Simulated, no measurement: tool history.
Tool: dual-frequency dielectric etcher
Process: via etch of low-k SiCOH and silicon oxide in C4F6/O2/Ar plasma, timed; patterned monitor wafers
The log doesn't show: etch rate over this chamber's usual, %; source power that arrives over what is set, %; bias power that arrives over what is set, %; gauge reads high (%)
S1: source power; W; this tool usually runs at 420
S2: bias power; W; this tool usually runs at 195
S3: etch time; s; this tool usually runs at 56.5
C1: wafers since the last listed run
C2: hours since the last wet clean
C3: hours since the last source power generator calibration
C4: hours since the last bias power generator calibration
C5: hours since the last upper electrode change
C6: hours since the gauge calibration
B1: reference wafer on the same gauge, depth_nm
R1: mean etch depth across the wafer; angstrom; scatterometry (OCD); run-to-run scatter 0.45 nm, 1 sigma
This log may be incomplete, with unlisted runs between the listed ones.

run,hour,S1,S2,S3,C1,C2,C3,C4,C5,C6,B1,R1
1,0,420,195,56.5,0,203.9,3054.4,4719.4,3571.6,106.1,208.2,1771
2,15.1,420,195,53,159,219,3069.5,4734.5,3586.7,121.2,208.2,1664
3,29.9,420,195,53,156,233.8,3084.3,4749.3,3601.5,136,208.3,1670
4,48.4,420,195,53,195,252.3,3102.8,4767.8,3620,154.5,208.5,1665
5,66.9,380,195,56.5,195,270.8,3121.3,4786.3,3638.5,173,208.7,1702
6,95.2,380,195,56.5,299,299.1,3149.6,4814.6,3666.8,201.3,208.8,1711
# hour 139.4: wet clean of the chamber
7,139.9,420,195,56.5,219,0.5,3194.3,4859.3,3711.5,246,209.1,1781
8,157.3,420,172,56.5,184,17.9,3211.7,4876.7,3728.9,263.4,209.3,1689
# hour 181.8: upper electrode replaced
9,182.3,420,195,61.5,10,42.9,3236.7,4901.7,0.5,288.4,209.5,1941
10,202.8,450,195,44.5,216,63.4,3257.2,4922.2,21,308.9,209.9,1449
# hour 208.4: gauge calibrated
# hour 209.2: source power generator calibrated
# hour 226.8: bias power generator calibrated
11,232,510,195,56.5,224,92.6,22.8,5.2,50.2,23.6,207,1907
12,248,420,218,56.5,169,108.6,38.8,21.2,66.2,39.6,207.2,1857
13,275.5,420,195,56.5,291,136.1,66.3,48.7,93.7,67.1,207.4,1765
14,290.2,420,195,56.5,155,150.8,81,63.4,108.4,81.8,207.5,1774
15,307.7,370,195,56.5,185,168.3,98.5,80.9,125.9,99.3,207.6,1679
16,336.5,420,195,56.5,304,197.1,127.3,109.7,154.7,128.1,207.9,1768
17,354.4,460,230,64,189,215,145.2,127.6,172.6,146,208.1,2243
18,378.8,460,172,42,258,239.4,169.6,152,197,170.4,208.3,1297
19,402,420,195,44,245,262.6,192.8,175.2,220.2,193.6,208.4,1386

Per-run results on a tool with no hidden state, each run keeping its own random variation:
run,R1
1,1762
2,1654
3,1660
4,1653
5,1688
6,1696
7,1762
8,1670
9,1917
10,1430
11,1906
12,1856
13,1761
14,1770
15,1674
16,1760
17,2232
18,1289
19,1376
